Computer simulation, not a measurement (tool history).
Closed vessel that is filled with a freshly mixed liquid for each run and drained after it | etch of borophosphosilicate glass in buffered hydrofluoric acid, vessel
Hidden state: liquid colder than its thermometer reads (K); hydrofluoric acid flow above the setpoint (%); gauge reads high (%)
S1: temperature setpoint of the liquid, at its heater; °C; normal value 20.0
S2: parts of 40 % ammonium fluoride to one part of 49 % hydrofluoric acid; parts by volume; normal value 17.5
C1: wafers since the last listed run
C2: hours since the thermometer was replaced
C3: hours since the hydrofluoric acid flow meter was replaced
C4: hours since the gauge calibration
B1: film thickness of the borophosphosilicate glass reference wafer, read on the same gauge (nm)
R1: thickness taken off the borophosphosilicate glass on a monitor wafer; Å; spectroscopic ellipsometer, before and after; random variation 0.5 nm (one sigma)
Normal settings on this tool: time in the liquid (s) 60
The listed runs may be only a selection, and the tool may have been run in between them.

Run 1, hour 0.0: usual settings but S1 18.0 °C; C1 0; C2 911.1; C3 645.0; C4 1080.7; B1 89.96. Result: R1 607.0 Å.
Run 2, hour 75.8: usual settings but S1 18.0 °C; C1 9778; C2 986.9; C3 720.8; C4 1156.5; B1 90.03. Result: R1 617.6 Å.
Run 3, hour 176.8: usual settings; C1 13029; C2 1087.9; C3 821.8; C4 1257.5; B1 90.03. Result: R1 697.7 Å.
Run 4, hour 272.6: usual settings; C1 12358; C2 1183.7; C3 917.6; C4 1353.3; B1 90.03. Result: R1 695.1 Å.
Run 5, hour 354.0: usual settings; C1 10501; C2 1265.1; C3 999.0; C4 1434.7; B1 90.02. Result: R1 693.0 Å.
Run 6, hour 433.3: usual settings; C1 10230; C2 1344.4; C3 1078.3; C4 1514.0; B1 90.00. Result: R1 692.8 Å.
Run 7, hour 489.6: usual settings; C1 7263; C2 1400.7; C3 1134.6; C4 1570.3; B1 89.96. Result: R1 697.9 Å.
Run 8, hour 564.7: usual settings; C1 9688; C2 1475.8; C3 1209.7; C4 1645.4; B1 89.99. Result: R1 697.0 Å.
Run 9, hour 623.5: usual settings; C1 7585; C2 1534.6; C3 1268.5; C4 1704.2; B1 89.96. Result: R1 703.7 Å.
Run 10, hour 726.3: usual settings; C1 13261; C2 1637.4; C3 1371.3; C4 1807.0; B1 89.97. Result: R1 696.6 Å.
Run 11, hour 831.0: usual settings but S1 21.5 °C, S2 22.0 parts by volume; C1 13506; C2 1742.1; C3 1476.0; C4 1911.7; B1 90.01. Result: R1 616.3 Å.
At hour 846.6: hydrofluoric acid flow meter replaced.
Run 12, hour 871.4: usual settings but S1 21.5 °C, S2 22.0 parts by volume; C1 5082; C2 1782.5; C3 24.8; C4 1952.1; B1 90.05. Result: R1 579.5 Å.
Run 13, hour 976.1: usual settings; C1 13506; C2 1887.2; C3 129.5; C4 2056.8; B1 89.95. Result: R1 646.2 Å.
Run 14, hour 1062.9: usual settings; C1 11197; C2 1974.0; C3 216.3; C4 2143.6; B1 90.06. Result: R1 646.5 Å.
Run 15, hour 1131.0: usual settings; C1 8785; C2 2042.1; C3 284.4; C4 2211.7; B1 90.01. Result: R1 657.6 Å.
Run 16, hour 1219.9: usual settings but S2 11.5 parts by volume, time in the liquid (s) 30; C1 11468; C2 2131.0; C3 373.3; C4 2300.6; B1 89.97. Result: R1 488.6 Å.
Run 17, hour 1304.8: usual settings but time in the liquid (s) 40; C1 10952; C2 2215.9; C3 458.2; C4 2385.5; B1 90.02. Result: R1 435.0 Å.
Run 18, hour 1344.4: usual settings; C1 5108; C2 2255.5; C3 497.8; C4 2425.1; B1 89.99. Result: R1 658.2 Å.
Run 19, hour 1393.3: usual settings but S1 17.5 °C, S2 13.0 parts by volume, time in the liquid (s) 40; C1 6308; C2 2304.4; C3 546.7; C4 2474.0; B1 89.97. Result: R1 510.6 Å.
Run 20, hour 1493.0: usual settings but S2 20.5 parts by volume, time in the liquid (s) 50; C1 12861; C2 2404.1; C3 646.4; C4 2573.7; B1 89.99. Result: R1 465.5 Å.
At hour 1581.3: thermometer replaced.
Run 21, hour 1584.9: usual settings; C1 11726; C2 3.6; C3 738.3; C4 2665.6; B1 90.01. Result: R1 703.7 Å.
At hour 1606.4: gauge calibrated.
Run 22, hour 1646.8: usual settings but S2 13.5 parts by volume, time in the liquid (s) 70; C1 7985; C2 65.5; C3 800.2; C4 40.4; B1 90.02. Result: R1 1053.1 Å.
Run 23, hour 1926.4: usual settings but S1 23.5 °C, S2 19.5 parts by volume, time in the liquid (s) 95; C1 36069; C2 345.1; C3 1079.8; C4 320.0; B1 89.98. Result: R1 1217.7 Å.
Run 24, hour 2002.6: usual settings but S1 17.0 °C, time in the liquid (s) 40; C1 9830; C2 421.3; C3 1156.0; C4 396.2; B1 90.03. Result: R1 397.1 Å.
At hour 2011.4: hydrofluoric acid flow meter replaced.
Run 25, hour 2221.2: usual settings; C1 28071; C2 639.9; C3 209.8; C4 614.8; B1 90.01. Result: R1 682.1 Å.
Run 26, hour 2308.0: usual settings but S1 23.0 °C, S2 19.5 parts by volume, time in the liquid (s) 50; C1 11197; C2 726.7; C3 296.6; C4 701.6; B1 90.00. Result: R1 601.4 Å.
Run 27, hour 2410.6: usual settings but S1 17.0 °C, time in the liquid (s) 80; C1 13235; C2 829.3; C3 399.2; C4 804.2; B1 90.01. Result: R1 759.4 Å.

Run 28 is up next; what results do you expect?
Run 28, hour 2500.5: usual settings but time in the liquid (s) 85; C1 11597; C2 919.2; C3 489.1; C4 894.1; B1 ?. Result: R1 ?.

B1: 90.00
R1: 951.4 Å
With no hidden state in the tool, this same run would have given R1 948.4 Å.
